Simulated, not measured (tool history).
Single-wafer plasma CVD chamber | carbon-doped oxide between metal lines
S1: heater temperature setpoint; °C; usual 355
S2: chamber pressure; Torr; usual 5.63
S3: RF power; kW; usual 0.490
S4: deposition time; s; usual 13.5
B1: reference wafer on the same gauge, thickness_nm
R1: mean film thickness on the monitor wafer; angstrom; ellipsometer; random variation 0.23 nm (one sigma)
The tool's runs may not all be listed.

{"run": 1, "hour": 0.0, "S1": 355, "S2": 5.63, "S3": 0.49, "S4": 13.5, "B1": 74.899, "R1": 801.99}
{"run": 2, "hour": 41.3, "S1": 355, "S2": 5.63, "S3": 0.49, "S4": 13.5, "B1": 74.867, "R1": 799.22}
{"run": 3, "hour": 91.1, "S1": 355, "S2": 5.63, "S3": 0.49, "S4": 13.5, "B1": 74.951, "R1": 797.07}
{"run": 4, "hour": 183.2, "S1": 355, "S2": 5.63, "S3": 0.49, "S4": 13.5, "B1": 74.867, "R1": 799.84}
{"hour": 202.3, "done": "gauge calibrated"}
{"run": 5, "hour": 234.7, "S1": 355, "S2": 6.46, "S3": 0.565, "S4": 14.8, "B1": 74.89, "R1": 951.18}
{"run": 6, "hour": 275.0, "S1": 355, "S2": 5.63, "S3": 0.56, "S4": 16.0, "B1": 74.949, "R1": 1005.82}
{"run": 7, "hour": 362.4, "S1": 355, "S2": 5.63, "S3": 0.49, "S4": 14.4, "B1": 74.817, "R1": 849.49}
{"run": 8, "hour": 419.6, "S1": 355, "S2": 5.63, "S3": 0.49, "S4": 13.5, "B1": 74.9, "R1": 794.18}
{"run": 9, "hour": 511.4, "S1": 349, "S2": 6.71, "S3": 0.49, "S4": 15.7, "B1": 74.93, "R1": 949.05}
{"hour": 531.8, "done": "RF generator calibrated"}
{"run": 10, "hour": 648.7, "S1": 350, "S2": 5.63, "S3": 0.49, "S4": 11.2, "B1": 74.946, "R1": 681.81}
{"run": 11, "hour": 716.4, "S1": 347, "S2": 6.36, "S3": 0.42, "S4": 16.1, "B1": 74.897, "R1": 911.13}
{"hour": 750.2, "done": "thermocouple changed; heater temperature recalibrated"}
{"run": 12, "hour": 752.4, "S1": 350, "S2": 6.13, "S3": 0.49, "S4": 13.5, "B1": 74.946, "R1": 826.47}
{"run": 13, "hour": 807.4, "S1": 351, "S2": 5.63, "S3": 0.49, "S4": 13.5, "B1": 74.914, "R1": 816.32}
{"run": 14, "hour": 869.2, "S1": 369, "S2": 5.63, "S3": 0.49, "S4": 13.5, "B1": 74.868, "R1": 780.65}
{"run": 15, "hour": 961.9, "S1": 351, "S2": 5.63, "S3": 0.49, "S4": 13.5, "B1": 74.928, "R1": 813.93}
{"hour": 993.5, "done": "capacitance manometer re-zeroed and calibrated"}
{"run": 16, "hour": 1069.9, "S1": 347, "S2": 5.63, "S3": 0.455, "S4": 13.5, "B1": 74.918, "R1": 783.81}
{"run": 17, "hour": 1164.8, "S1": 355, "S2": 6.48, "S3": 0.49, "S4": 13.5, "B1": 74.903, "R1": 806.7}
{"run": 18, "hour": 1264.0, "S1": 355, "S2": 6.7, "S3": 0.49, "S4": 13.5, "B1": 74.93, "R1": 811.83}
{"hour": 1276.7, "done": "showerhead replaced"}
{"run": 19, "hour": 1355.8, "S1": 355, "S2": 4.95, "S3": 0.42, "S4": 12.6, "B1": 74.879, "R1": 670.07}
{"hour": 1509.4, "done": "RF generator calibrated"}
{"run": 20, "hour": 1656.9, "S1": 360, "S2": 5.63, "S3": 0.56, "S4": 12.0, "B1": 74.917, "R1": 752.03}
{"run": 21, "hour": 1711.0, "S1": 355, "S2": 6.58, "S3": 0.49, "S4": 11.8, "B1": 74.872, "R1": 713.43}
{"run": 22, "hour": 1749.7, "S1": 364, "S2": 4.33, "S3": 0.405, "S4": 15.8, "B1": 74.896, "R1": 794.72}
{"run": 23, "hour": 1849.0, "S1": 355, "S2": 6.63, "S3": 0.49, "S4": 13.5, "B1": 74.889, "R1": 815.12}
{"run": 24, "hour": 1955.4, "S1": 355, "S2": 5.63, "S3": 0.49, "S4": 12.5, "B1": 74.891, "R1": 741.31}
{"run": 25, "hour": 2015.9, "S1": 355, "S2": 5.63, "S3": 0.54, "S4": 15.2, "B1": 74.887, "R1": 941.77}
{"run": 26, "hour": 2097.1, "S1": 355, "S2": 5.63, "S3": 0.49, "S4": 13.5, "B1": 74.907, "R1": 798.38}
{"run": 27, "hour": 2186.8, "S1": 355, "S2": 5.63, "S3": 0.49, "S4": 13.5, "B1": 74.943, "R1": 797.95}

5 ways to go on from here, each from the tool as it stands after run 27. What would each give?
{"run": "A", "hour": 2187.2, "S1": 355, "S2": 5.63, "S3": 0.49, "S4": 13.5, "B1": "?", "R1": "?"}
{"run": "B", "hour": 2187.2, "S1": 361, "S2": 5.63, "S3": 0.49, "S4": 13.5, "B1": "?", "R1": "?"}
{"run": "C", "hour": 2187.2, "S1": 355, "S2": 5.63, "S3": 0.49, "S4": 10.9, "B1": "?", "R1": "?"}
{"run": "D", "hour": 2187.2, "S1": 369, "S2": 5.63, "S3": 0.49, "S4": 15.0, "B1": "?", "R1": "?"}
{"run": "E", "hour": 2187.2, "S1": 350, "S2": 5.63, "S3": 0.585, "S4": 13.5, "B1": "?", "R1": "?"}

run=A B1=74.920 R1=798.01
run=B B1=74.920 R1=786.57
run=C B1=74.920 R1=646.60
run=D B1=74.920 R1=857.11
run=E B1=74.920 R1=883.10
Without the tool's hidden state the same runs would have given:
run=A R1=803.59
run=B R1=792.07
run=C R1=651.12
run=D R1=863.10
run=E R1=888.73
